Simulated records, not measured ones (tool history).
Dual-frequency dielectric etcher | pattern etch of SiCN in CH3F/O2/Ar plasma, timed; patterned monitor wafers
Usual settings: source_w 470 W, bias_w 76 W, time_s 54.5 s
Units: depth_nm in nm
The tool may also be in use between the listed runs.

| run | hour | source_w | bias_w | time_s | wafers since the last listed run | hours since the last wet clean | hours since the last source power generator calibration | hours since the last bias power generator calibration | hours since the last upper electrode change | hours since the gauge calibration | read-back reference wafer on the same gauge, depth_nm | depth_nm |
|---|---|---|---|---|---|---|---|---|---|---|---|---|
| 1 | 0.0 | 470 | 76 | 54.5 | 0 | 352.8 | 2420.8 | 1190.5 | 3468.7 | 1699.5 | 20.18 | 23.89 |
| 2 | 54.4 | 470 | 76 | 54.5 | 629 | 407.2 | 2475.2 | 1244.9 | 3523.1 | 1753.9 | 20.22 | 23.91 |
| 3 | 93.5 | 470 | 76 | 54.5 | 452 | 446.3 | 2514.3 | 1284.0 | 3562.2 | 1793.0 | 20.20 | 23.78 |
| 4 | 142.5 | 470 | 76 | 54.5 | 567 | 495.3 | 2563.3 | 1333.0 | 3611.2 | 1842.0 | 20.23 | 23.85 |
| 5 | 184.3 | 500 | 76 | 62.5 | 484 | 537.1 | 2605.1 | 1374.8 | 3653.0 | 1883.8 | 20.19 | 27.95 |
|  | 257.0 | wet clean of the chamber |
| 6 | 257.5 | 500 | 76 | 62.5 | 569 | 0.5 | 2678.3 | 1448.0 | 3726.2 | 1957.0 | 20.23 | 28.12 |
|  | 281.6 | bias power generator calibrated |
| 7 | 298.5 | 390 | 69 | 54.5 | 428 | 41.5 | 2719.3 | 16.9 | 3767.2 | 1998.0 | 20.20 | 20.86 |
| 8 | 360.8 | 390 | 69 | 54.5 | 721 | 103.8 | 2781.6 | 79.2 | 3829.5 | 2060.3 | 20.21 | 20.82 |
| 9 | 431.7 | 390 | 69 | 54.5 | 821 | 174.7 | 2852.5 | 150.1 | 3900.4 | 2131.2 | 20.22 | 20.93 |
|  | 475.3 | gauge calibrated |
| 10 | 494.6 | 470 | 76 | 54.5 | 728 | 237.6 | 2915.4 | 213.0 | 3963.3 | 19.3 | 20.15 | 24.05 |
| 11 | 526.1 | 470 | 88 | 54.5 | 364 | 269.1 | 2946.9 | 244.5 | 3994.8 | 50.8 | 20.20 | 26.01 |
| 12 | 583.6 | 470 | 88 | 54.5 | 665 | 326.6 | 3004.4 | 302.0 | 4052.3 | 108.3 | 20.20 | 25.64 |
| 13 | 646.0 | 470 | 76 | 54.5 | 722 | 389.0 | 3066.8 | 364.4 | 4114.7 | 170.7 | 20.20 | 23.78 |
| 14 | 670.2 | 470 | 76 | 54.5 | 280 | 413.2 | 3091.0 | 388.6 | 4138.9 | 194.9 | 20.16 | 23.99 |
|  | 683.9 | source power generator calibrated |
| 15 | 702.8 | 470 | 94 | 54.5 | 331 | 445.8 | 18.9 | 421.2 | 4171.5 | 227.5 | 20.22 | 26.71 |
| 16 | 765.6 | 430 | 76 | 54.5 | 727 | 508.6 | 81.7 | 484.0 | 4234.3 | 290.3 | 20.21 | 22.92 |
|  | 790.7 | wet clean of the chamber |
| 17 | 824.4 | 470 | 83 | 54.5 | 402 | 33.7 | 140.5 | 542.8 | 4293.1 | 349.1 | 20.21 | 25.09 |
| 18 | 885.4 | 350 | 70 | 48.0 | 706 | 94.7 | 201.5 | 603.8 | 4354.1 | 410.1 | 20.23 | 17.79 |
|  | 949.2 | upper electrode replaced |
| 19 | 949.7 | 470 | 76 | 54.5 | 466 | 159.0 | 265.8 | 668.1 | 0.5 | 474.4 | 20.21 | 23.76 |
| 20 | 1015.4 | 370 | 67 | 54.5 | 760 | 224.7 | 331.5 | 733.8 | 66.2 | 540.1 | 20.20 | 20.15 |
| 21 | 1078.9 | 510 | 88 | 62.0 | 735 | 288.2 | 395.0 | 797.3 | 129.7 | 603.6 | 20.21 | 30.72 |
| 22 | 1107.6 | 470 | 76 | 54.5 | 332 | 316.9 | 423.7 | 826.0 | 158.4 | 632.3 | 20.22 | 24.11 |
| 23 | 1247.9 | 560 | 83 | 45.0 | 1624 | 457.2 | 564.0 | 966.3 | 298.7 | 772.6 | 20.20 | 22.22 |
|  | 1282.1 | wet clean of the chamber |
| 24 | 1386.9 | 470 | 76 | 54.5 | 1331 | 104.8 | 703.0 | 1105.3 | 437.7 | 911.6 | 20.19 | 23.83 |
| 25 | 1458.7 | 470 | 76 | 63.5 | 831 | 176.6 | 774.8 | 1177.1 | 509.5 | 983.4 | 20.20 | 28.03 |
| 26 | 1485.9 | 570 | 68 | 71.0 | 314 | 203.8 | 802.0 | 1204.3 | 536.7 | 1010.6 | 20.24 | 31.66 |
| 27 | 1557.3 | 470 | 76 | 54.5 | 826 | 275.2 | 873.4 | 1275.7 | 608.1 | 1082.0 | 20.20 | 23.68 |
| 28 | 1584.1 | 570 | 57 | 47.0 | 310 | 302.0 | 900.2 | 1302.5 | 634.9 | 1108.8 | 20.19 | 18.79 |
| 29 | 1630.1 | 570 | 76 | 43.5 | 532 | 348.0 | 946.2 | 1348.5 | 680.9 | 1154.8 | 20.21 | 20.70 |
| 30 | 1664.2 | 530 | 59 | 68.5 | 394 | 382.1 | 980.3 | 1382.6 | 715.0 | 1188.9 | 20.21 | 27.19 |

4 ways to go on from here, each from the tool as it stands after run 30. What would each give?
| A | 1664.6 | 590 | 76 | 54.5 | 4 | 382.5 | 980.7 | 1383.0 | 715.4 | 1189.3 | ? | ? |
| B | 1664.6 | 470 | 61 | 54.5 | 4 | 382.5 | 980.7 | 1383.0 | 715.4 | 1189.3 | ? | ? |
| C | 1664.6 | 470 | 76 | 49.5 | 4 | 382.5 | 980.7 | 1383.0 | 715.4 | 1189.3 | ? | ? |
| D | 1664.6 | 360 | 71 | 60.5 | 4 | 382.5 | 980.7 | 1383.0 | 715.4 | 1189.3 | ? | ? |

| run | read-back reference wafer on the same gauge, depth_nm | depth_nm |
|---|---|---|
| A | 20.22 | 25.98 |
| B | 20.22 | 20.86 |
| C | 20.22 | 21.54 |
| D | 20.22 | 22.71 |
Without the tool's hidden state the same runs would have given:
| run | depth_nm |
|---|---|
| A | 25.98 |
| B | 20.86 |
| C | 21.54 |
| D | 22.71 |
